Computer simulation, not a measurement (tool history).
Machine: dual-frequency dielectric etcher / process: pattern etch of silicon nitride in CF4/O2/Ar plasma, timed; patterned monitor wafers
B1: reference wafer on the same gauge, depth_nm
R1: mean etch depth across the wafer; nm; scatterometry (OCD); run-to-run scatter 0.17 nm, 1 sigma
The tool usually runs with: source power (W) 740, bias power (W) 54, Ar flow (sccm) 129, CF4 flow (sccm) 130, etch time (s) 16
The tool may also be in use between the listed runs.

run 1 hour=0 | source_power_(W)=740 bias_power_(W)=54 Ar_flow_(sccm)=129 CF4_flow_(sccm)=145 etch_time_(s)=16 | B1=49.22 | R1=42.4
run 2 hour=50.8 | source_power_(W)=740 bias_power_(W)=54 Ar_flow_(sccm)=129 CF4_flow_(sccm)=130 etch_time_(s)=16 | B1=49.25 | R1=41.3
run 3 hour=78.5 | source_power_(W)=740 bias_power_(W)=54 Ar_flow_(sccm)=129 CF4_flow_(sccm)=130 etch_time_(s)=16 | B1=49.29 | R1=41.48
run 4 hour=132.3 | source_power_(W)=740 bias_power_(W)=54 Ar_flow_(sccm)=119 CF4_flow_(sccm)=130 etch_time_(s)=16 | B1=49.31 | R1=41.98
-- hour=179.2 wet clean of the chamber
run 5 hour=188.5 | source_power_(W)=740 bias_power_(W)=54 Ar_flow_(sccm)=119 CF4_flow_(sccm)=130 etch_time_(s)=16 | B1=49.33 | R1=40.52
run 6 hour=214.5 | source_power_(W)=740 bias_power_(W)=54 Ar_flow_(sccm)=119 CF4_flow_(sccm)=130 etch_time_(s)=16 | B1=49.22 | R1=40.5
run 7 hour=275.2 | source_power_(W)=740 bias_power_(W)=64 Ar_flow_(sccm)=129 CF4_flow_(sccm)=130 etch_time_(s)=16 | B1=49.27 | R1=42.92
run 8 hour=310.3 | source_power_(W)=740 bias_power_(W)=64 Ar_flow_(sccm)=129 CF4_flow_(sccm)=130 etch_time_(s)=16 | B1=49.33 | R1=42.94
-- hour=338.9 CF4 flow controller replaced
run 9 hour=354.5 | source_power_(W)=740 bias_power_(W)=64 Ar_flow_(sccm)=129 CF4_flow_(sccm)=130 etch_time_(s)=16 | B1=49.29 | R1=43.15
-- hour=475.9 bias power generator calibrated
run 10 hour=488.4 | source_power_(W)=740 bias_power_(W)=54 Ar_flow_(sccm)=129 CF4_flow_(sccm)=130 etch_time_(s)=16 | B1=49.31 | R1=40.75
-- hour=522.7 source power generator calibrated
run 11 hour=554.6 | source_power_(W)=740 bias_power_(W)=54 Ar_flow_(sccm)=129 CF4_flow_(sccm)=130 etch_time_(s)=16 | B1=49.27 | R1=43.71
run 12 hour=599.7 | source_power_(W)=740 bias_power_(W)=61 Ar_flow_(sccm)=113 CF4_flow_(sccm)=130 etch_time_(s)=16 | B1=49.24 | R1=46.02
run 13 hour=624.3 | source_power_(W)=740 bias_power_(W)=54 Ar_flow_(sccm)=129 CF4_flow_(sccm)=130 etch_time_(s)=16 | B1=49.34 | R1=43.94
-- hour=686.4 wet clean of the chamber
run 14 hour=686.9 | source_power_(W)=860 bias_power_(W)=54 Ar_flow_(sccm)=129 CF4_flow_(sccm)=98 etch_time_(s)=13.5 | B1=49.27 | R1=39.27
run 15 hour=750.2 | source_power_(W)=740 bias_power_(W)=65 Ar_flow_(sccm)=129 CF4_flow_(sccm)=130 etch_time_(s)=16 | B1=49.28 | R1=45.22
-- hour=785.4 Ar flow controller replaced
run 16 hour=785.9 | source_power_(W)=740 bias_power_(W)=46 Ar_flow_(sccm)=157 CF4_flow_(sccm)=130 etch_time_(s)=14 | B1=49.3 | R1=34.51
run 17 hour=818.8 | source_power_(W)=740 bias_power_(W)=54 Ar_flow_(sccm)=129 CF4_flow_(sccm)=130 etch_time_(s)=16 | B1=49.3 | R1=43.09
-- hour=845.7 gauge calibrated
-- hour=870.8 upper electrode replaced
run 18 hour=878.4 | source_power_(W)=740 bias_power_(W)=43 Ar_flow_(sccm)=129 CF4_flow_(sccm)=100 etch_time_(s)=16 | B1=49.3 | R1=37.27

Run 19, settings as shown, results not yet in. Your forecast:
run 19 hour=903.2 | source_power_(W)=740 bias_power_(W)=54 Ar_flow_(sccm)=129 CF4_flow_(sccm)=153 etch_time_(s)=16 | B1=? | R1=?

Run 19 gave B1 49.33, R1 44.44 nm.
Had the tool carried no hidden state, the very same run would have given R1 43.92 nm.
